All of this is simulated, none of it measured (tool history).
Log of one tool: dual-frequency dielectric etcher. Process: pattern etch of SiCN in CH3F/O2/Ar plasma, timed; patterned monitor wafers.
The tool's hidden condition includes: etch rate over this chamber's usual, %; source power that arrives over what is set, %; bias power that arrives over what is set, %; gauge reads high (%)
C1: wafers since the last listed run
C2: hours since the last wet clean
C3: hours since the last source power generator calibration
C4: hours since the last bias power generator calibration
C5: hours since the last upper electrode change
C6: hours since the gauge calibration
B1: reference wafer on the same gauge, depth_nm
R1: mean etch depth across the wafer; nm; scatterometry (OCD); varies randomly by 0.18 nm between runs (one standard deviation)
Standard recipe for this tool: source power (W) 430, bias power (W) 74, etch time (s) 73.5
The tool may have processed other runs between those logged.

{"run": 1, "hour": 0.0, "source power (W)": 430, "bias power (W)": 62, "etch time (s)": 57.5, "C1": 0, "C2": 430.2, "C3": 1853.7, "C4": 3277.7, "C5": 2456.9, "C6": 1488.1, "B1": 33.73, "R1": 20.69}
{"hour": 48.6, "done": "bias power generator calibrated"}
{"hour": 99.9, "done": "wet clean of the chamber"}
{"hour": 139.5, "done": "upper electrode replaced"}
{"run": 2, "hour": 181.1, "source power (W)": 430, "bias power (W)": 74, "etch time (s)": 73.5, "C1": 1390, "C2": 81.2, "C3": 2034.8, "C4": 132.5, "C5": 41.6, "C6": 1669.2, "B1": 33.81, "R1": 28.69}
{"run": 3, "hour": 205.8, "source power (W)": 430, "bias power (W)": 74, "etch time (s)": 73.5, "C1": 266, "C2": 105.9, "C3": 2059.5, "C4": 157.2, "C5": 66.3, "C6": 1693.9, "B1": 33.7, "R1": 28.47}
{"run": 4, "hour": 236.1, "source power (W)": 430, "bias power (W)": 74, "etch time (s)": 73.5, "C1": 326, "C2": 136.2, "C3": 2089.8, "C4": 187.5, "C5": 96.6, "C6": 1724.2, "B1": 33.75, "R1": 28.48}
{"hour": 261.2, "done": "gauge calibrated"}
{"run": 5, "hour": 289.2, "source power (W)": 430, "bias power (W)": 74, "etch time (s)": 73.5, "C1": 571, "C2": 189.3, "C3": 2142.9, "C4": 240.6, "C5": 149.7, "C6": 28, "B1": 33.81, "R1": 28.59}
{"run": 6, "hour": 320.9, "source power (W)": 370, "bias power (W)": 74, "etch time (s)": 73.5, "C1": 341, "C2": 221, "C3": 2174.6, "C4": 272.3, "C5": 181.4, "C6": 59.7, "B1": 33.76, "R1": 26.95}
{"hour": 343.6, "done": "source power generator calibrated"}
{"run": 7, "hour": 354.1, "source power (W)": 370, "bias power (W)": 74, "etch time (s)": 73.5, "C1": 314, "C2": 254.2, "C3": 10.5, "C4": 305.5, "C5": 214.6, "C6": 92.9, "B1": 33.85, "R1": 26.79}
{"run": 8, "hour": 393.6, "source power (W)": 430, "bias power (W)": 74, "etch time (s)": 73.5, "C1": 425, "C2": 293.7, "C3": 50, "C4": 345, "C5": 254.1, "C6": 132.4, "B1": 33.7, "R1": 28.15}
{"run": 9, "hour": 429.1, "source power (W)": 430, "bias power (W)": 74, "etch time (s)": 73.5, "C1": 382, "C2": 329.2, "C3": 85.5, "C4": 380.5, "C5": 289.6, "C6": 167.9, "B1": 33.79, "R1": 28.07}
{"run": 10, "hour": 484.9, "source power (W)": 450, "bias power (W)": 74, "etch time (s)": 73.5, "C1": 601, "C2": 385, "C3": 141.3, "C4": 436.3, "C5": 345.4, "C6": 223.7, "B1": 33.87, "R1": 28.44}
{"run": 11, "hour": 522.3, "source power (W)": 430, "bias power (W)": 62, "etch time (s)": 57.5, "C1": 402, "C2": 422.4, "C3": 178.7, "C4": 473.7, "C5": 382.8, "C6": 261.1, "B1": 33.74, "R1": 20.8}
{"run": 12, "hour": 560.4, "source power (W)": 510, "bias power (W)": 69, "etch time (s)": 73.5, "C1": 410, "C2": 460.5, "C3": 216.8, "C4": 511.8, "C5": 420.9, "C6": 299.2, "B1": 33.85, "R1": 29.63}
{"hour": 595.0, "done": "wet clean of the chamber"}
{"run": 13, "hour": 628.1, "source power (W)": 350, "bias power (W)": 89, "etch time (s)": 73.5, "C1": 470, "C2": 33.1, "C3": 284.5, "C4": 579.5, "C5": 488.6, "C6": 366.9, "B1": 33.84, "R1": 28.15}
{"run": 14, "hour": 662.2, "source power (W)": 430, "bias power (W)": 59, "etch time (s)": 73.5, "C1": 367, "C2": 67.2, "C3": 318.6, "C4": 613.6, "C5": 522.7, "C6": 401, "B1": 33.78, "R1": 27.45}
{"run": 15, "hour": 712.9, "source power (W)": 350, "bias power (W)": 74, "etch time (s)": 73.5, "C1": 546, "C2": 117.9, "C3": 369.3, "C4": 664.3, "C5": 573.4, "C6": 451.7, "B1": 33.82, "R1": 26.61}
{"run": 16, "hour": 784.2, "source power (W)": 430, "bias power (W)": 74, "etch time (s)": 65, "C1": 767, "C2": 189.2, "C3": 440.6, "C4": 735.6, "C5": 644.7, "C6": 523, "B1": 33.85, "R1": 25.08}
{"run": 17, "hour": 838.3, "source power (W)": 430, "bias power (W)": 74, "etch time (s)": 73.5, "C1": 582, "C2": 243.3, "C3": 494.7, "C4": 789.7, "C5": 698.8, "C6": 577.1, "B1": 33.8, "R1": 28.28}
{"run": 18, "hour": 887.7, "source power (W)": 430, "bias power (W)": 74, "etch time (s)": 73.5, "C1": 532, "C2": 292.7, "C3": 544.1, "C4": 839.1, "C5": 748.2, "C6": 626.5, "B1": 33.85, "R1": 28.06}
{"run": 19, "hour": 922.4, "source power (W)": 370, "bias power (W)": 86, "etch time (s)": 67, "C1": 373, "C2": 327.4, "C3": 578.8, "C4": 873.8, "C5": 782.9, "C6": 661.2, "B1": 33.74, "R1": 25.25}
{"run": 20, "hour": 965.0, "source power (W)": 490, "bias power (W)": 80, "etch time (s)": 66, "C1": 458, "C2": 370, "C3": 621.4, "C4": 916.4, "C5": 825.5, "C6": 703.8, "B1": 33.76, "R1": 26.74}
{"run": 21, "hour": 997.8, "source power (W)": 490, "bias power (W)": 79, "etch time (s)": 85.5, "C1": 353, "C2": 402.8, "C3": 654.2, "C4": 949.2, "C5": 858.3, "C6": 736.6, "B1": 33.75, "R1": 34.54}
{"run": 22, "hour": 1031.6, "source power (W)": 530, "bias power (W)": 65, "etch time (s)": 73.5, "C1": 364, "C2": 436.6, "C3": 688, "C4": 983, "C5": 892.1, "C6": 770.4, "B1": 33.68, "R1": 29.21}
{"hour": 1069.7, "done": "wet clean of the chamber"}
{"run": 23, "hour": 1084.0, "source power (W)": 430, "bias power (W)": 64, "etch time (s)": 73.5, "C1": 305, "C2": 14.3, "C3": 740.4, "C4": 1035.4, "C5": 944.5, "C6": 822.8, "B1": 33.78, "R1": 27.74}
{"run": 24, "hour": 1122.5, "source power (W)": 390, "bias power (W)": 65, "etch time (s)": 73.5, "C1": 414, "C2": 52.8, "C3": 778.9, "C4": 1073.9, "C5": 983, "C6": 861.3, "B1": 33.79, "R1": 26.59}
{"run": 25, "hour": 1174.7, "source power (W)": 480, "bias power (W)": 74, "etch time (s)": 73.5, "C1": 562, "C2": 105, "C3": 831.1, "C4": 1126.1, "C5": 1035.2, "C6": 913.5, "B1": 33.75, "R1": 30.03}
{"run": 26, "hour": 1222.4, "source power (W)": 430, "bias power (W)": 74, "etch time (s)": 73.5, "C1": 513, "C2": 152.7, "C3": 878.8, "C4": 1173.8, "C5": 1082.9, "C6": 961.2, "B1": 33.85, "R1": 28.75}
{"run": 27, "hour": 1271.0, "source power (W)": 530, "bias power (W)": 68, "etch time (s)": 62, "C1": 523, "C2": 201.3, "C3": 927.4, "C4": 1222.4, "C5": 1131.5, "C6": 1009.8, "B1": 33.77, "R1": 25.29}
{"run": 28, "hour": 1311.1, "source power (W)": 470, "bias power (W)": 58, "etch time (s)": 86.5, "C1": 431, "C2": 241.4, "C3": 967.5, "C4": 1262.5, "C5": 1171.6, "C6": 1049.9, "B1": 33.73, "R1": 32.49}
{"run": 29, "hour": 1340.6, "source power (W)": 430, "bias power (W)": 74, "etch time (s)": 73.5, "C1": 317, "C2": 270.9, "C3": 997, "C4": 1292, "C5": 1201.1, "C6": 1079.4, "B1": 33.78, "R1": 28.22}

Predict each of these 5 candidate next runs independently; none follows another, all start after run 29:
{"run": "A", "hour": 1341.0, "source power (W)": 430, "bias power (W)": 74, "etch time (s)": 73.5, "C1": 4, "C2": 271.3, "C3": 997.4, "C4": 1292.4, "C5": 1201.5, "C6": 1079.8, "B1": "?", "R1": "?"}
{"run": "B", "hour": 1341.0, "source power (W)": 330, "bias power (W)": 89, "etch time (s)": 87.5, "C1": 4, "C2": 271.3, "C3": 997.4, "C4": 1292.4, "C5": 1201.5, "C6": 1079.8, "B1": "?", "R1": "?"}
{"run": "C", "hour": 1341.0, "source power (W)": 430, "bias power (W)": 65, "etch time (s)": 52.5, "C1": 4, "C2": 271.3, "C3": 997.4, "C4": 1292.4, "C5": 1201.5, "C6": 1079.8, "B1": "?", "R1": "?"}
{"run": "D", "hour": 1341.0, "source power (W)": 500, "bias power (W)": 67, "etch time (s)": 86, "C1": 4, "C2": 271.3, "C3": 997.4, "C4": 1292.4, "C5": 1201.5, "C6": 1079.8, "B1": "?", "R1": "?"}
{"run": "E", "hour": 1341.0, "source power (W)": 350, "bias power (W)": 59, "etch time (s)": 73.5, "C1": 4, "C2": 271.3, "C3": 997.4, "C4": 1292.4, "C5": 1201.5, "C6": 1079.8, "B1": "?", "R1": "?"}

run=A B1=33.82 R1=28.28
run=B B1=33.82 R1=31.97
run=C B1=33.82 R1=19.52
run=D B1=33.82 R1=34.2
run=E B1=33.82 R1=24.58
Had the tool no hidden state, the same runs would have come out as:
run=A R1=29.23
run=B R1=33.04
run=C R1=20.18
run=D R1=35.35
run=E R1=25.41
